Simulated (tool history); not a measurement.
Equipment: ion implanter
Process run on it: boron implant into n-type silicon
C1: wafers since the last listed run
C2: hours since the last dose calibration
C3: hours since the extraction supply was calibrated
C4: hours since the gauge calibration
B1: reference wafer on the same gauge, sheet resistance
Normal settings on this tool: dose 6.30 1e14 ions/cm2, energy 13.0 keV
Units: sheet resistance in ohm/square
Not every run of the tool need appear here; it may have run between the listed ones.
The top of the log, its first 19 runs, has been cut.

Run 20, hour 428.9: usual settings; C1 536; C2 642.2; C3 2631.1; C4 67.4; B1 150.88. Result: sheet resistance 186.91 ohm/square.
Run 21, hour 447.4: usual settings; C1 330; C2 660.7; C3 2649.6; C4 85.9; B1 150.92. Result: sheet resistance 186.31 ohm/square.
At hour 467.2: Faraday cup replaced and dose calibrated.
Run 22, hour 467.7: usual settings but dose 7.81 1e14 ions/cm2, energy 16.5 keV; C1 219; C2 0.5; C3 2669.9; C4 106.2; B1 150.98. Result: sheet resistance 149.78 ohm/square.
Run 23, hour 482.1: usual settings but dose 7.97 1e14 ions/cm2; C1 257; C2 14.9; C3 2684.3; C4 120.6; B1 150.97. Result: sheet resistance 150.94 ohm/square.
Run 24, hour 499.0: usual settings; C1 302; C2 31.8; C3 2701.2; C4 137.5; B1 151.00. Result: sheet resistance 184.26 ohm/square.
Run 25, hour 519.0: usual settings but energy 11.0 keV; C1 357; C2 51.8; C3 2721.2; C4 157.5; B1 151.03. Result: sheet resistance 187.81 ohm/square.
At hour 540.1: extraction supply calibrated.
Run 26, hour 553.0: usual settings but dose 7.11 1e14 ions/cm2, energy 14.5 keV; C1 464; C2 85.8; C3 12.9; C4 191.5; B1 151.05. Result: sheet resistance 165.04 ohm/square.
Run 27, hour 568.3: usual settings but dose 5.57 1e14 ions/cm2, energy 16.5 keV; C1 273; C2 101.1; C3 28.2; C4 206.8; B1 151.03. Result: sheet resistance 200.32 ohm/square.
Run 28, hour 599.0: usual settings but dose 7.81 1e14 ions/cm2, energy 16.5 keV; C1 548; C2 131.8; C3 58.9; C4 237.5; B1 151.02. Result: sheet resistance 149.79 ohm/square.
At hour 612.9: Faraday cup replaced and dose calibrated, repeated, since the last time left the tool worse.
Run 29, hour 667.7: usual settings but dose 7.98 1e14 ions/cm2, energy 9.5 keV; C1 1084; C2 54.8; C3 127.6; C4 306.2; B1 151.00. Result: sheet resistance 158.54 ohm/square.
Run 30, hour 682.9: usual settings but dose 5.14 1e14 ions/cm2, energy 10.0 keV; C1 271; C2 70.0; C3 142.8; C4 321.4; B1 150.96. Result: sheet resistance 227.20 ohm/square.
Run 31, hour 701.4: usual settings but energy 8.5 keV; C1 330; C2 88.5; C3 161.3; C4 339.9; B1 150.79. Result: sheet resistance 194.31 ohm/square.
Run 32, hour 715.3: usual settings but dose 5.51 1e14 ions/cm2, energy 17.0 keV; C1 248; C2 102.4; C3 175.2; C4 353.8; B1 151.08. Result: sheet resistance 205.05 ohm/square.
Run 33, hour 744.9: usual settings; C1 528; C2 132.0; C3 204.8; C4 383.4; B1 151.03. Result: sheet resistance 187.12 ohm/square.
Run 34, hour 757.2: usual settings but dose 7.62 1e14 ions/cm2, energy 9.0 keV; C1 219; C2 144.3; C3 217.1; C4 395.7; B1 151.13. Result: sheet resistance 165.63 ohm/square.
Run 35, hour 778.8: usual settings; C1 386; C2 165.9; C3 238.7; C4 417.3; B1 150.94. Result: sheet resistance 186.65 ohm/square.

3 ways to go on from here, each from the tool as it stands after run 35. What would each give?
Run A, hour 779.2: usual settings; C1 7; C2 166.3; C3 239.1; C4 417.7; B1 ?. Result: sheet resistance ?.
Run B, hour 779.2: usual settings but dose 5.70 1e14 ions/cm2, energy 9.5 keV; C1 7; C2 166.3; C3 239.1; C4 417.7; B1 ?. Result: sheet resistance ?.
Run C, hour 779.2: usual settings but dose 8.02 1e14 ions/cm2; C1 7; C2 166.3; C3 239.1; C4 417.7; B1 ?. Result: sheet resistance ?.

run      B1  sheet resistance
  A  150.79            187.16
  B  150.79            209.34
  C  150.79            152.23
Stripped of hidden state, with their random variation kept, the same runs would have yielded:
run  sheet resistance
  A            187.78
  B            210.02
  C            152.73
